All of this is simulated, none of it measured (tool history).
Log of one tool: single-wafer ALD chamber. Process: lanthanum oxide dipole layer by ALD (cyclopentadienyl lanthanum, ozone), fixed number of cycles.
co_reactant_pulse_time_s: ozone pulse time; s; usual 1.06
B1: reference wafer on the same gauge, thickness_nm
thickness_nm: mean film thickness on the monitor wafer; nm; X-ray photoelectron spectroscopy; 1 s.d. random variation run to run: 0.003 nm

{"run": 1, "day": 0.0, "co_reactant_pulse_time_s": 1.24, "B1": 0.519, "thickness_nm": 0.52}
{"day": 0.133, "done": "ozone generator serviced"}
{"run": 2, "day": 2.167, "co_reactant_pulse_time_s": 1.2, "B1": 0.518, "thickness_nm": 0.557}
{"run": 3, "day": 4.108, "co_reactant_pulse_time_s": 1.06, "B1": 0.517, "thickness_nm": 0.525}
{"run": 4, "day": 6.158, "co_reactant_pulse_time_s": 0.78, "B1": 0.519, "thickness_nm": 0.457}
{"run": 5, "day": 8.171, "co_reactant_pulse_time_s": 0.78, "B1": 0.518, "thickness_nm": 0.455}
{"run": 6, "day": 11.129, "co_reactant_pulse_time_s": 0.78, "B1": 0.518, "thickness_nm": 0.443}
{"run": 7, "day": 12.533, "co_reactant_pulse_time_s": 0.86, "B1": 0.518, "thickness_nm": 0.468}
{"run": 8, "day": 14.633, "co_reactant_pulse_time_s": 0.86, "B1": 0.518, "thickness_nm": 0.466}
{"run": 9, "day": 15.654, "co_reactant_pulse_time_s": 0.86, "B1": 0.52, "thickness_nm": 0.466}
{"run": 10, "day": 18.283, "co_reactant_pulse_time_s": 0.73, "B1": 0.519, "thickness_nm": 0.419}
{"run": 11, "day": 19.358, "co_reactant_pulse_time_s": 1.06, "B1": 0.519, "thickness_nm": 0.511}
{"run": 12, "day": 21.346, "co_reactant_pulse_time_s": 1.06, "B1": 0.52, "thickness_nm": 0.516}
{"run": 13, "day": 23.617, "co_reactant_pulse_time_s": 0.92, "B1": 0.519, "thickness_nm": 0.479}
{"run": 14, "day": 25.462, "co_reactant_pulse_time_s": 0.92, "B1": 0.519, "thickness_nm": 0.476}
{"run": 15, "day": 31.421, "co_reactant_pulse_time_s": 0.92, "B1": 0.519, "thickness_nm": 0.478}
{"day": 34.179, "done": "thermocouple changed; heater temperature recalibrated"}
{"run": 16, "day": 39.329, "co_reactant_pulse_time_s": 1.06, "B1": 0.52, "thickness_nm": 0.504}
{"run": 17, "day": 40.833, "co_reactant_pulse_time_s": 1.3, "B1": 0.519, "thickness_nm": 0.543}
{"run": 18, "day": 42.121, "co_reactant_pulse_time_s": 0.79, "B1": 0.519, "thickness_nm": 0.432}
{"day": 44.854, "done": "gauge calibrated"}
{"run": 19, "day": 44.921, "co_reactant_pulse_time_s": 1.18, "B1": 0.519, "thickness_nm": 0.522}
{"run": 20, "day": 47.146, "co_reactant_pulse_time_s": 0.91, "B1": 0.52, "thickness_nm": 0.464}
{"day": 48.654, "done": "showerhead replaced"}
{"run": 21, "day": 48.675, "co_reactant_pulse_time_s": 1.06, "B1": 0.519, "thickness_nm": 0.506}
{"run": 22, "day": 50.029, "co_reactant_pulse_time_s": 1.45, "B1": 0.519, "thickness_nm": 0.556}
{"day": 51.792, "done": "ozone generator serviced"}
{"run": 23, "day": 52.717, "co_reactant_pulse_time_s": 0.84, "B1": 0.519, "thickness_nm": 0.485}
{"run": 24, "day": 55.046, "co_reactant_pulse_time_s": 1.34, "B1": 0.519, "thickness_nm": 0.563}
{"run": 25, "day": 56.512, "co_reactant_pulse_time_s": 1.29, "B1": 0.519, "thickness_nm": 0.561}
{"run": 26, "day": 57.792, "co_reactant_pulse_time_s": 1.06, "B1": 0.52, "thickness_nm": 0.526}
{"run": 27, "day": 58.883, "co_reactant_pulse_time_s": 1.06, "B1": 0.52, "thickness_nm": 0.518}
{"run": 28, "day": 60.15, "co_reactant_pulse_time_s": 1.06, "B1": 0.519, "thickness_nm": 0.518}
{"run": 29, "day": 63.388, "co_reactant_pulse_time_s": 1.43, "B1": 0.518, "thickness_nm": 0.565}
{"run": 30, "day": 65.896, "co_reactant_pulse_time_s": 0.9, "B1": 0.52, "thickness_nm": 0.476}
{"run": 31, "day": 67.404, "co_reactant_pulse_time_s": 0.64, "B1": 0.518, "thickness_nm": 0.38}
{"run": 32, "day": 72.504, "co_reactant_pulse_time_s": 1.23, "B1": 0.518, "thickness_nm": 0.538}
{"run": 33, "day": 75.479, "co_reactant_pulse_time_s": 1.41, "B1": 0.519, "thickness_nm": 0.559}

Subtracting, for every run, the result it would have given without the tool's unlogged condition from the measured result gives the following. The same run-to-run variation enters both numbers; the gauge's scatter may not:
Hidden state at play: wafer temperature above the value expected at the setpoint (K); ozone dose above that of a generator just serviced (%); gauge reads high (%).
run=1 thickness_nm=-0.035
run=2 thickness_nm=-0.003
run=3 thickness_nm=-0.008
run=4 thickness_nm=-0.013
run=5 thickness_nm=-0.016
run=6 thickness_nm=-0.021
run=7 thickness_nm=-0.022
run=8 thickness_nm=-0.024
run=9 thickness_nm=-0.026
run=10 thickness_nm=-0.030
run=11 thickness_nm=-0.024
run=12 thickness_nm=-0.025
run=13 thickness_nm=-0.030
run=14 thickness_nm=-0.032
run=15 thickness_nm=-0.035
run=16 thickness_nm=-0.032
run=17 thickness_nm=-0.025
run=18 thickness_nm=-0.042
run=19 thickness_nm=-0.030
run=20 thickness_nm=-0.039
run=21 thickness_nm=-0.034
run=22 thickness_nm=-0.022
run=23 thickness_nm=-0.006
run=24 thickness_nm=-0.006
run=25 thickness_nm=-0.008
run=26 thickness_nm=-0.012
run=27 thickness_nm=-0.014
run=28 thickness_nm=-0.016
run=29 thickness_nm=-0.013
run=30 thickness_nm=-0.026
run=31 thickness_nm=-0.032
run=32 thickness_nm=-0.023
run=33 thickness_nm=-0.019
